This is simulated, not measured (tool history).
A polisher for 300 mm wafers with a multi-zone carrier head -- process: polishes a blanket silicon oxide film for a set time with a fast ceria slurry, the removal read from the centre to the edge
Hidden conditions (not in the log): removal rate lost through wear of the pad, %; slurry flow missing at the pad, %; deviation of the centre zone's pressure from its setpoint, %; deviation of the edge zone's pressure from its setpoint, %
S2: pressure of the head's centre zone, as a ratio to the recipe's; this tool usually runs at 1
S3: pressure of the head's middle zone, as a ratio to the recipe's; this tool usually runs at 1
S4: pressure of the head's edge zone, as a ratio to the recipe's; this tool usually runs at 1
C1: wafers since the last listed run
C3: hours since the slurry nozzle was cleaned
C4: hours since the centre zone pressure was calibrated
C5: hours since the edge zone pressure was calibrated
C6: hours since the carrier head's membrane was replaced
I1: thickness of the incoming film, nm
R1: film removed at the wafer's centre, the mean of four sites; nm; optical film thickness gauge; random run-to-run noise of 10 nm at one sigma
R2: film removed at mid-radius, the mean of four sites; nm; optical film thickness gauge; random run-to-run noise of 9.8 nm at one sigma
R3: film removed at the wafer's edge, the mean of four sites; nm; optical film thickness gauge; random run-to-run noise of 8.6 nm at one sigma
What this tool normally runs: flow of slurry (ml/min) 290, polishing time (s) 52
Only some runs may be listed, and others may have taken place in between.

run 1 hour=0 | flow_of_slurry_(ml/min)=290 S2=1 S3=1 S4=1 polishing_time_(s)=52 | C1=0 wafers_polished_on_this_pad=867 C3=77.8 C4=824.4 C5=548.5 C6=350.8 | I1=2319.1 | R1=647 R2=664.7 R3=649.6
-- hour=58.8 worn pad replaced by a new one
run 2 hour=59.3 | flow_of_slurry_(ml/min)=290 S2=1 S3=1 S4=1 polishing_time_(s)=52 | C1=851 wafers_polished_on_this_pad=6 C3=137.1 C4=883.7 C5=607.8 C6=410.1 | I1=2315 | R1=663.4 R2=686.6 R3=676.7
run 3 hour=99.8 | flow_of_slurry_(ml/min)=290 S2=1 S3=1 S4=1 polishing_time_(s)=52 | C1=623 wafers_polished_on_this_pad=630 C3=177.6 C4=924.2 C5=648.3 C6=450.6 | I1=2312.1 | R1=636.5 R2=656.6 R3=637.3
run 4 hour=139.8 | flow_of_slurry_(ml/min)=290 S2=1 S3=1 S4=1 polishing_time_(s)=52 | C1=616 wafers_polished_on_this_pad=1246 C3=217.6 C4=964.2 C5=688.3 C6=490.6 | I1=2304.2 | R1=633 R2=646 R3=617.8
-- hour=143.5 slurry nozzle cleaned
run 5 hour=194.9 | flow_of_slurry_(ml/min)=290 S2=1 S3=1 S4=1 polishing_time_(s)=52 | C1=833 wafers_polished_on_this_pad=2080 C3=51.4 C4=1019.3 C5=743.4 C6=545.7 | I1=2270.9 | R1=643.9 R2=657.1 R3=643.4
-- hour=205.4 worn pad replaced by a new one
-- hour=212.1 carrier head's membrane replaced by a new one
-- hour=261.7 edge zone pressure recalibrated
run 6 hour=262.2 | flow_of_slurry_(ml/min)=290 S2=1 S3=1 S4=1 polishing_time_(s)=52 | C1=867 wafers_polished_on_this_pad=767 C3=118.7 C4=1086.6 C5=0.5 C6=50.1 | I1=2333.3 | R1=648.6 R2=642.5 R3=639
run 7 hour=302.4 | flow_of_slurry_(ml/min)=290 S2=1 S3=1 S4=1 polishing_time_(s)=52 | C1=619 wafers_polished_on_this_pad=1386 C3=158.9 C4=1126.8 C5=40.7 C6=90.3 | I1=2293.9 | R1=636.7 R2=648.7 R3=628.9
-- hour=347.5 centre zone pressure recalibrated
-- hour=359.5 worn pad replaced by a new one
run 8 hour=370.9 | flow_of_slurry_(ml/min)=290 S2=1 S3=1.12 S4=1 polishing_time_(s)=52 | C1=962 wafers_polished_on_this_pad=175 C3=227.4 C4=23.4 C5=109.2 C6=158.8 | I1=2328.9 | R1=645.4 R2=727.8 R3=668.6
-- hour=390.8 slurry nozzle cleaned
run 9 hour=440.5 | flow_of_slurry_(ml/min)=370 S2=1.07 S3=1.05 S4=1 polishing_time_(s)=52 | C1=1056 wafers_polished_on_this_pad=1232 C3=49.7 C4=93 C5=178.8 C6=228.4 | I1=2313.9 | R1=720 R2=708.1 R3=662.2
-- hour=494.1 worn pad replaced by a new one
run 10 hour=505.9 | flow_of_slurry_(ml/min)=370 S2=1.07 S3=1.05 S4=1 polishing_time_(s)=52 | C1=945 wafers_polished_on_this_pad=181 C3=115.1 C4=158.4 C5=244.2 C6=293.8 | I1=2271.6 | R1=731.3 R2=721.9 R3=670.2
run 11 hour=542.7 | flow_of_slurry_(ml/min)=290 S2=1 S3=1 S4=1 polishing_time_(s)=52 | C1=566 wafers_polished_on_this_pad=748 C3=151.9 C4=195.2 C5=281 C6=330.6 | I1=2351.3 | R1=625.3 R2=641.1 R3=627.4
run 12 hour=586.1 | flow_of_slurry_(ml/min)=210 S2=1.09 S3=1 S4=1 polishing_time_(s)=52 | C1=668 wafers_polished_on_this_pad=1416 C3=195.3 C4=238.6 C5=324.4 C6=374 | I1=2287.9 | R1=609.1 R2=576 R3=594
run 13 hour=626.5 | flow_of_slurry_(ml/min)=290 S2=1 S3=1 S4=1.09 polishing_time_(s)=52 | C1=622 wafers_polished_on_this_pad=2039 C3=235.7 C4=279 C5=364.8 C6=414.4 | I1=2303.1 | R1=599.8 R2=601.2 R3=621.7
-- hour=635.4 worn pad replaced by a new one
-- hour=656.2 slurry nozzle cleaned
run 14 hour=672.2 | flow_of_slurry_(ml/min)=290 S2=1 S3=1.1 S4=1 polishing_time_(s)=43 | C1=626 wafers_polished_on_this_pad=551 C3=16 C4=324.7 C5=410.5 C6=460.1 | I1=2288 | R1=557.6 R2=604.9 R3=542.8

Alternative continuations, all from the tool just after run 14; predict every row:
run A hour=672.6 | flow_of_slurry_(ml/min)=290 S2=1 S3=1.05 S4=1 polishing_time_(s)=52 | C1=6 wafers_polished_on_this_pad=557 C3=16.4 C4=325.1 C5=410.9 C6=460.5 | I1=2274.1 | R1=? R2=? R3=?
run B hour=672.6 | flow_of_slurry_(ml/min)=360 S2=0.9 S3=0.96 S4=1 polishing_time_(s)=52 | C1=6 wafers_polished_on_this_pad=557 C3=16.4 C4=325.1 C5=410.9 C6=460.5 | I1=2274.1 | R1=? R2=? R3=?
run C hour=672.6 | flow_of_slurry_(ml/min)=335 S2=1 S3=1 S4=1.11 polishing_time_(s)=52 | C1=6 wafers_polished_on_this_pad=557 C3=16.4 C4=325.1 C5=410.9 C6=460.5 | I1=2274.1 | R1=? R2=? R3=?
run D hour=672.6 | flow_of_slurry_(ml/min)=290 S2=0.96 S3=1 S4=1 polishing_time_(s)=34 | C1=6 wafers_polished_on_this_pad=557 C3=16.4 C4=325.1 C5=410.9 C6=460.5 | I1=2274.1 | R1=? R2=? R3=?
run E hour=672.6 | flow_of_slurry_(ml/min)=380 S2=1 S3=1.08 S4=1.08 polishing_time_(s)=40 | C1=6 wafers_polished_on_this_pad=557 C3=16.4 C4=325.1 C5=410.9 C6=460.5 | I1=2274.1 | R1=? R2=? R3=?

run=A R1=667.8 R2=690.8 R3=668.8
run=B R1=617.4 R2=660.2 R3=682.5
run=C R1=680.8 R2=676.1 R3=714.1
run=D R1=418.9 R2=434.5 R3=437.5
run=E R1=531.8 R2=560.6 R3=546.7
With the hidden condition removed and each run's random variation left untouched, the same runs would have given:
run=A R1=724.6 R2=747.5 R3=719.2
run=B R1=666.1 R2=710.8 R3=731.4
run=C R1=735.8 R2=729 R3=766.1
run=D R1=454.5 R2=470.1 R3=470.6
run=E R1=573.1 R2=602.9 R3=585.4

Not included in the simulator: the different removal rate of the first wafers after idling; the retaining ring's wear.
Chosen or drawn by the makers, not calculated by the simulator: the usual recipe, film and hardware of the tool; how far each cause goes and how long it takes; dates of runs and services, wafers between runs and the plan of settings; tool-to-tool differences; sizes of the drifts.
